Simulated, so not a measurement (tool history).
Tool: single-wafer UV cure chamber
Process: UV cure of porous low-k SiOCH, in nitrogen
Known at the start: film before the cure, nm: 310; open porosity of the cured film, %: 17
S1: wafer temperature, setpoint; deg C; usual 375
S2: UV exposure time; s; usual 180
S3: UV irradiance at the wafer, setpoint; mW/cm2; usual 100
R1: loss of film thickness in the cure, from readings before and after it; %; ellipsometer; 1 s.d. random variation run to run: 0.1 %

Run 1, hour 0.0: usual settings but S1 383 deg C. Result: R1 9.884 %.
Run 2, hour 32.6: usual settings but S2 260 s. Result: R1 11.307 %.
Run 3, hour 49.7: usual settings but S2 260 s. Result: R1 11.307 %.
Run 4, hour 63.0: usual settings. Result: R1 9.607 %.
Run 5, hour 77.5: usual settings. Result: R1 9.361 %.
Run 6, hour 96.6: usual settings. Result: R1 9.445 %.
At hour 131.2: quartz window cleaned.
Run 7, hour 131.7: usual settings. Result: R1 9.799 %.
Run 8, hour 165.3: usual settings. Result: R1 9.641 %.
Run 9, hour 183.9: usual settings but S3 80 mW/cm2. Result: R1 8.589 %.
Run 10, hour 209.8: usual settings but S3 108 mW/cm2. Result: R1 9.969 %.
Run 11, hour 241.6: usual settings but S3 108 mW/cm2. Result: R1 9.855 %.
Run 12, hour 283.3: usual settings. Result: R1 9.294 %.
At hour 297.5: UV bulbs replaced.
Run 13, hour 299.8: usual settings. Result: R1 10.313 %.
Run 14, hour 321.7: usual settings but S2 155 s. Result: R1 9.427 %.
At hour 409.8: quartz window cleaned.
Run 15, hour 410.3: usual settings but S2 155 s. Result: R1 9.753 %.
Run 16, hour 420.6: usual settings but S1 390 deg C. Result: R1 10.648 %.
Run 17, hour 444.1: usual settings but S1 390 deg C. Result: R1 10.730 %.
Run 18, hour 477.1: usual settings but S1 390 deg C. Result: R1 10.748 %.
Run 19, hour 499.1: usual settings. Result: R1 10.203 %.
Run 20, hour 512.6: usual settings but S1 370 deg C, S2 120 s. Result: R1 8.260 %.
Run 21, hour 540.8: usual settings but S3 82 mW/cm2. Result: R1 9.144 %.
Run 22, hour 557.4: usual settings. Result: R1 10.161 %.
Run 23, hour 591.3: usual settings but S3 80 mW/cm2. Result: R1 9.049 %.
Run 24, hour 610.6: usual settings but S2 155 s. Result: R1 9.163 %.
Run 25, hour 638.8: usual settings but S1 361 deg C, S2 280 s, S3 82 mW/cm2. Result: R1 10.707 %.
Run 26, hour 665.7: usual settings but S1 362 deg C, S2 240 s, S3 68 mW/cm2. Result: R1 9.196 %.
At hour 681.3: quartz window cleaned.
Run 27, hour 693.2: usual settings but S2 105 s, S3 84 mW/cm2. Result: R1 7.054 %.
Run 28, hour 724.7: usual settings but S1 388 deg C, S2 285 s. Result: R1 12.604 %.
Run 29, hour 742.1: usual settings. Result: R1 10.362 %.
Run 30, hour 762.5: usual settings but S3 89 mW/cm2. Result: R1 9.411 %.
Run 31, hour 778.4: usual settings but S1 392 deg C, S2 85 s. Result: R1 7.040 %.
Run 32, hour 807.4: usual settings but S2 85 s, S3 120 mW/cm2. Result: R1 7.564 %.
Run 33, hour 901.5: usual settings. Result: R1 9.827 %.
Run 34, hour 931.4: usual settings but S1 360 deg C, S2 100 s, S3 128 mW/cm2. Result: R1 7.849 %.
At hour 955.4: quartz window cleaned.
Run 35, hour 955.9: usual settings but S1 368 deg C, S2 125 s, S3 65 mW/cm2. Result: R1 6.412 %.
Run 36, hour 974.1: usual settings. Result: R1 9.827 %.

What if the next run were any one of these 5? Each begins from the tool's condition after run 36:
Run A, hour 974.6: usual settings. Result: R1 ?.
Run B, hour 974.6: usual settings but S3 78 mW/cm2. Result: R1 ?.
Run C, hour 974.6: usual settings but S2 230 s. Result: R1 ?.
Run D, hour 974.6: usual settings but S1 389 deg C, S2 210 s, S3 138 mW/cm2. Result: R1 ?.
Run E, hour 974.6: usual settings but S1 370 deg C. Result: R1 ?.

run      R1
  A   9.843
  B   8.739
  C  10.968
  D  12.336
  E   9.749
The same runs, with their run-to-run variation unchanged, on a tool lacking any hidden condition would have given:
run      R1
  A  10.516
  B   9.390
  C  11.663
  D  13.055
  E  10.420
